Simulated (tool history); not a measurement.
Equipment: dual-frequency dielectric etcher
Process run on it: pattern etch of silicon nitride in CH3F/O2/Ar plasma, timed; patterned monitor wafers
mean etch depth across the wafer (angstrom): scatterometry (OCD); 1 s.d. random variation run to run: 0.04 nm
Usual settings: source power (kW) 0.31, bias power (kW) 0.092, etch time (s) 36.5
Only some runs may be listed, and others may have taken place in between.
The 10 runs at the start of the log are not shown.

run   hour  source power (kW)  bias power (kW)  etch time (s)  wafers since the last listed run  hours since the last wet clean  hours since the last source power generator calibration  hours since the last bias power generator calibration  hours since the last upper electrode change  hours since the gauge calibration  read-back reference wafer on the same gauge, depth_nm  mean etch depth across the wafer (angstrom)
 11  223.1               0.31            0.092             33                               214                           317.8                                                     3413                                                 1854.7                                       4687.6                              399.5                                                  29.31                                          238
 12    237               0.31            0.092             33                               228                           331.7                                                   3426.9                                                 1868.6                                       4701.5                              413.4                                                  29.29                                        238.4
 13    259               0.31            0.092             33                               362                           353.7                                                   3448.9                                                 1890.6                                       4723.5                              435.4                                                   29.3                                        237.8
     289.6  -- upper electrode replaced
 14  294.9               0.31            0.092           36.5                               195                           389.6                                                   3484.8                                                 1926.5                                          5.3                              471.3                                                  29.31                                        262.5
 15  312.9               0.35            0.092           36.5                               296                           407.6                                                   3502.8                                                 1944.5                                         23.3                              489.3                                                  29.31                                        272.5
 16  335.8               0.29            0.098           28.5                               377                           430.5                                                   3525.7                                                 1967.4                                         46.2                              512.2                                                  29.32                                        204.5
     340.1  -- gauge calibrated
     353.2  -- bias power generator calibrated
     375.2  -- wet clean of the chamber
 17  375.7               0.31            0.092           36.5                               229                             0.5                                                   3565.6                                                   22.5                                         86.1                               35.6                                                   29.3                                        264.5
 18  398.3               0.31            0.092           41.5                               372                            23.1                                                   3588.2                                                   45.1                                        108.7                               58.2                                                   29.3                                        302.5
 19  416.7               0.25            0.104           39.5                               303                            41.5                                                   3606.6                                                   63.5                                        127.1                               76.6                                                  29.29                                        279.5
 20  431.1               0.39            0.074           33.5                               237                            55.9                                                     3621                                                   77.9                                        141.5                                 91                                                  29.29                                        246.6
 21    461               0.31            0.092           36.5                               492                            85.8                                                   3650.9                                                  107.8                                        171.4                              120.9                                                  29.29                                        266.1
 22  484.9               0.31            0.092             32                               393                           109.7                                                   3674.8                                                  131.7                                        195.3                              144.8                                                  29.31                                        232.9
 23  511.2               0.36            0.092           36.5                               433                             136                                                   3701.1                                                    158                                        221.6                              171.1                                                  29.31                                        277.6
 24  543.6               0.31            0.108             44                               533                           168.4                                                   3733.5                                                  190.4                                          254                              203.5                                                  29.31                                        335.1
     559.4  -- source power generator calibrated
 25    574               0.26            0.092           36.5                               434                           198.8                                                     14.6                                                  220.8                                        284.4                              233.9                                                  29.31                                        252.5

Run 26 comes next. What will it give?
 26  605.9               0.31            0.092           36.5                               525                           230.7                                                     46.5                                                  252.7                                        316.3                              265.8                                                      ?                                            ?

Run 26 came out at read-back reference wafer on the same gauge, depth_nm 29.3, mean etch depth across the wafer (angstrom) 266.1.
Without the tool's hidden state the same run would have given mean etch depth across the wafer (angstrom) 264.9.
